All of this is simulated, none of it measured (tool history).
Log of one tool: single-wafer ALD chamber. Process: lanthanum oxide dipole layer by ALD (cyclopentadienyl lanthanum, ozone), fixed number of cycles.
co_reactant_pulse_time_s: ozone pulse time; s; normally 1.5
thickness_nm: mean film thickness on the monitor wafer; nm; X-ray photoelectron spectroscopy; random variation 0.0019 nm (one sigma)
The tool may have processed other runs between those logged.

run   hour  co_reactant_pulse_time_s  read-back reference wafer on the same gauge, thickness_nm  thickness_nm
  1      0                       1.5                                                      0.614         0.522
  2   93.7                       1.5                                                      0.614         0.522
  3  145.2                       1.5                                                      0.614         0.522
  4  240.5                      1.28                                                      0.614           0.5
  5  316.7                      1.28                                                      0.614         0.503
  6    384                       1.5                                                      0.614         0.524
  7    468                      1.04                                                      0.613         0.457
     510.4  -- showerhead replaced
  8  558.9                      1.25                                                      0.613         0.499
  9    596                      1.25                                                      0.614         0.495
 10    646                       1.5                                                      0.613         0.521
 11  731.3                      1.94                                                      0.614         0.541

The next listed run, before its measurement:
 12  799.6                      1.86                                                          ?             ?

{"run 12": {"read-back reference wafer on the same gauge, thickness_nm": 0.614, "thickness_nm": 0.54}}
Without the tool's hidden state the same run would have given thickness_nm 0.54 nm.

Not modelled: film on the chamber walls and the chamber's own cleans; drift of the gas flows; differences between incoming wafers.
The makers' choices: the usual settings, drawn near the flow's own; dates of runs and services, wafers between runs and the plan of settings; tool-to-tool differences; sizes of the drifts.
